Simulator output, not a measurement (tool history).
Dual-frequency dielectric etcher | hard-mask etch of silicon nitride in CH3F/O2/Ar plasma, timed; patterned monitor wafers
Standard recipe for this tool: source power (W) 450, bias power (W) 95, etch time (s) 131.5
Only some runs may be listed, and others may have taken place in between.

run    hour  source power (W)  bias power (W)  etch time (s)  wafers since the last listed run  hours since the last wet clean  hours since the last source power generator calibration  hours since the last bias power generator calibration  hours since the last upper electrode change  hours since the gauge calibration  read-back reference wafer on the same gauge, depth_nm  mean etch depth across the wafer (nm)
  1     0.0               450              95          131.5                                 0                           299.3                                                   4638.3                                                 1536.5                                       2636.5                              493.6                                                  122.0                                  105.4
  2    91.4               450              95          131.5                               954                           390.7                                                   4729.7                                                 1627.9                                       2727.9                              585.0                                                  122.0                                  105.3
  3   196.1               450              95          131.5                              1092                           495.4                                                   4834.4                                                 1732.6                                       2832.6                              689.7                                                  122.0                                  104.8
      264.2  -- wet clean of the chamber
  4   275.8               480              95          131.5                               581                            11.6                                                   4914.1                                                 1812.3                                       2912.3                              769.4                                                  122.1                                  109.0
  5   371.7               450             111          118.0                              1001                           107.5                                                   5010.0                                                 1908.2                                       3008.2                              865.3                                                  122.1                                  100.4
      465.4  -- bias power generator calibrated
  6   465.9               450              95          131.5                               941                           201.7                                                   5104.2                                                    0.5                                       3102.4                              959.5                                                  122.0                                  105.8
      536.8  -- source power generator calibrated
  7   537.3               450              95          131.5                               703                           273.1                                                      0.5                                                   71.9                                       3173.8                             1030.9                                                  122.0                                  105.7
  8   606.1               390              72          161.5                               718                           341.9                                                     69.3                                                  140.7                                       3242.6                             1099.7                                                  122.0                                  112.0
  9   645.1               490             116          102.0                               407                           380.9                                                    108.3                                                  179.7                                       3281.6                             1138.7                                                  122.0                                   90.3
 10   727.6               550             117          150.5                               861                           463.4                                                    190.8                                                  262.2                                       3364.1                             1221.2                                                  122.1                                  139.4
 11   768.6               410              95          131.5                               427                           504.4                                                    231.8                                                  303.2                                       3405.1                             1262.2                                                  122.1                                  100.8
 12   849.7               510             112          131.5                               846                           585.5                                                    312.9                                                  384.3                                       3486.2                             1343.3                                                  122.0                                  116.3
      876.9  -- wet clean of the chamber
      919.3  -- gauge calibrated
      935.4  -- upper electrode replaced
 13  1139.9               450              95          158.5                              2528                           263.0                                                    603.1                                                  674.5                                        204.5                              220.6                                                  121.9                                  127.8
 14  1212.7               450              95          131.5                               759                           335.8                                                    675.9                                                  747.3                                        277.3                              293.4                                                  122.0                                  105.0

Predict each of these 3 candidate next runs independently; none follows another, all start after run 14:
  A  1213.2               450              95          150.0                                 5                           336.3                                                    676.4                                                  747.8                                        277.8                              293.9                                                      ?                                      ?
  B  1213.2               450              80          103.5                                 5                           336.3                                                    676.4                                                  747.8                                        277.8                              293.9                                                      ?                                      ?
  C  1213.2               390              86          131.5                                 5                           336.3                                                    676.4                                                  747.8                                        277.8                              293.9                                                      ?                                      ?

run  read-back reference wafer on the same gauge, depth_nm  mean etch depth across the wafer (nm)
  A                                                  122.0                                  120.0
  B                                                  122.0                                   78.3
  C                                                  122.0                                   96.2
The same runs, with their run-to-run variation unchanged, on a tool lacking any hidden condition would have given:
run  mean etch depth across the wafer (nm)
  A                                  121.0
  B                                   79.0
  C                                   97.0
